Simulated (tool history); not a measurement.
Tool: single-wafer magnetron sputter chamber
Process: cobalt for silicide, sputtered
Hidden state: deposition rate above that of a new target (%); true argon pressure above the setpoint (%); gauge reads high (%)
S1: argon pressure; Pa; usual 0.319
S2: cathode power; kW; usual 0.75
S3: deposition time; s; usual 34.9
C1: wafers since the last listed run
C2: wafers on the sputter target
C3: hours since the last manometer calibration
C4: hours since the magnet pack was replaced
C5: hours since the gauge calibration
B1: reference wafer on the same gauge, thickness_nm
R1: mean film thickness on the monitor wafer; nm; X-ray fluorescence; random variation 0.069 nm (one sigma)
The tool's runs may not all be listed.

run 1 hour=0 | S1=0.319 S2=0.75 S3=34.9 | C1=0 C2=1533 C3=2732.6 C4=9294.6 C5=35.6 | B1=13.499 | R1=13.629
run 2 hour=15.6 | S1=0.319 S2=0.75 S3=34.9 | C1=358 C2=1891 C3=2748.2 C4=9310.2 C5=51.2 | B1=13.496 | R1=13.632
run 3 hour=23 | S1=0.319 S2=0.75 S3=34.9 | C1=170 C2=2062 C3=2755.6 C4=9317.6 C5=58.6 | B1=13.504 | R1=13.659
run 4 hour=33.9 | S1=0.319 S2=0.75 S3=34.9 | C1=250 C2=2312 C3=2766.5 C4=9328.5 C5=69.5 | B1=13.495 | R1=13.573
run 5 hour=42.6 | S1=0.389 S2=0.75 S3=32.6 | C1=200 C2=2512 C3=2775.2 C4=9337.2 C5=78.2 | B1=13.484 | R1=12.273
run 6 hour=53.4 | S1=0.389 S2=0.75 S3=32.6 | C1=248 C2=2760 C3=2786 C4=9348 C5=89 | B1=13.498 | R1=12.434
run 7 hour=60.9 | S1=0.319 S2=0.7 S3=34.9 | C1=172 C2=2933 C3=2793.5 C4=9355.5 C5=96.5 | B1=13.498 | R1=12.689
run 8 hour=72.8 | S1=0.319 S2=0.6 S3=34.9 | C1=273 C2=3206 C3=2805.4 C4=9367.4 C5=108.4 | B1=13.5 | R1=10.865
run 9 hour=83.9 | S1=0.319 S2=0.6 S3=34.9 | C1=255 C2=3462 C3=2816.5 C4=9378.5 C5=119.5 | B1=13.511 | R1=10.834
-- hour=103.9 magnet pack replaced
run 10 hour=104.4 | S1=0.254 S2=0.75 S3=34.9 | C1=287 C2=3749 C3=2837 C4=0.5 C5=140 | B1=13.491 | R1=13.726
run 11 hour=108.2 | S1=0.279 S2=0.75 S3=28 | C1=87 C2=3836 C3=2840.8 C4=4.3 C5=143.8 | B1=13.497 | R1=10.862
-- hour=114.9 gauge calibrated
run 12 hour=119.4 | S1=0.319 S2=0.75 S3=34.9 | C1=257 C2=4094 C3=2852 C4=15.5 C5=4.5 | B1=13.492 | R1=13.366
run 13 hour=127.8 | S1=0.44 S2=0.75 S3=34.9 | C1=193 C2=4287 C3=2860.4 C4=23.9 C5=12.9 | B1=13.518 | R1=12.811
run 14 hour=139 | S1=0.221 S2=0.75 S3=38.9 | C1=257 C2=4544 C3=2871.6 C4=35.1 C5=24.1 | B1=13.498 | R1=15.39
run 15 hour=156.5 | S1=0.274 S2=0.75 S3=30.2 | C1=402 C2=4947 C3=2889.1 C4=52.6 C5=41.6 | B1=13.505 | R1=11.764
-- hour=182.9 sputter target and shields replaced
-- hour=193.8 capacitance manometer re-zeroed and calibrated
run 16 hour=201.6 | S1=0.319 S2=0.75 S3=34.9 | C1=668 C2=246 C3=7.8 C4=97.7 C5=86.7 | B1=13.507 | R1=13.673
run 17 hour=212.3 | S1=0.435 S2=0.65 S3=40.4 | C1=245 C2=492 C3=18.5 C4=108.4 C5=97.4 | B1=13.499 | R1=13.258
run 18 hour=224.7 | S1=0.381 S2=0.65 S3=29.4 | C1=285 C2=778 C3=30.9 C4=120.8 C5=109.8 | B1=13.502 | R1=9.79
run 19 hour=238.2 | S1=0.319 S2=0.75 S3=31.2 | C1=310 C2=1088 C3=44.4 C4=134.3 C5=123.3 | B1=13.505 | R1=12.262
run 20 hour=255.1 | S1=0.319 S2=0.75 S3=28 | C1=388 C2=1476 C3=61.3 C4=151.2 C5=140.2 | B1=13.494 | R1=11.001
-- hour=267.7 gauge calibrated
run 21 hour=270.4 | S1=0.319 S2=0.75 S3=34.9 | C1=351 C2=1828 C3=76.6 C4=166.5 C5=2.7 | B1=13.504 | R1=13.618

Forecast each of these 3 alternatives for the next run:
run A hour=270.8 | S1=0.319 S2=0.75 S3=30.1 | C1=9 C2=1837 C3=77 C4=166.9 C5=3.1 | B1=? | R1=?
run B hour=270.8 | S1=0.445 S2=0.95 S3=38.6 | C1=9 C2=1837 C3=77 C4=166.9 C5=3.1 | B1=? | R1=?
run C hour=270.8 | S1=0.356 S2=0.75 S3=34.9 | C1=9 C2=1837 C3=77 C4=166.9 C5=3.1 | B1=? | R1=?

run=A B1=13.504 R1=11.769
run=B B1=13.504 R1=18.335
run=C B1=13.504 R1=13.479
Without the tool's hidden state the same runs would have given:
run=A R1=11.865
run=B R1=18.483
run=C R1=13.588

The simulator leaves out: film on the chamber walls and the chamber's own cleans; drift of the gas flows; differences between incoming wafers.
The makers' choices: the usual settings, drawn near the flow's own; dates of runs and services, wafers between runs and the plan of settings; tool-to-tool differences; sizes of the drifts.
